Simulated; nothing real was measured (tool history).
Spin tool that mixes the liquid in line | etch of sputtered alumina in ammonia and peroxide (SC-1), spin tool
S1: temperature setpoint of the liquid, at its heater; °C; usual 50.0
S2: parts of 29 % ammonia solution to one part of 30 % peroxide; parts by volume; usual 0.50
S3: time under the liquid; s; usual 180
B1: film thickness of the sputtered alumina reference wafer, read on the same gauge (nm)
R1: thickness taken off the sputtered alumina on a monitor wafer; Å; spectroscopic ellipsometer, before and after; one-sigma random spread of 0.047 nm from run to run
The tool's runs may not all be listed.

run,day,S1,S2,S3,B1,R1
1,0.000,50.0,0.65,180,89.98,119.2
2,0.558,50.0,0.65,180,90.01,118.8
3,1.062,50.0,0.65,180,90.00,118.2
4,1.646,50.0,0.50,180,89.98,116.3
5,2.067,50.0,0.50,180,89.99,115.9
6,2.533,50.0,0.50,180,90.05,115.8
7,3.254,50.0,0.50,180,90.02,116.6
8,3.662,50.0,0.50,180,89.95,116.5
9,4.138,42.0,0.50,180,90.02,73.7
10,4.400,57.5,0.40,280,90.01,265.1
# day 4.533: new drum of ammonia solution connected
# day 5.446: heated supply line repaired
11,5.538,50.0,0.50,180,90.05,117.2
12,5.925,50.0,0.60,225,90.00,147.0
13,6.254,50.0,0.50,180,90.02,115.6
# day 7.200: thermometer replaced
14,7.608,45.5,0.50,255,90.00,128.0
15,8.150,54.0,0.60,180,90.00,147.6
# day 8.171: gauge calibrated
# day 8.338: ammonia flow meter replaced
16,8.621,50.0,0.30,215,89.98,132.4
17,9.217,50.0,0.65,180,89.96,119.3
18,9.938,54.0,0.35,180,89.99,139.1
19,10.425,59.0,0.70,80,90.00,86.2

Each row is a separate what-if for the run after 19, all from the same tool condition, not one after another. Results?
A,10.446,50.0,0.50,180,?,?
B,10.446,50.0,0.60,100,?,?
C,10.446,59.0,0.30,255,?,?
D,10.446,45.0,0.60,280,?,?

run,B1,R1
A,89.98,117.0
B,89.98,66.1
C,89.98,255.1
D,89.98,139.9
With no hidden state in the tool, these same runs would have given:
run,R1
A,117.0
B,66.1
C,255.1
D,139.9
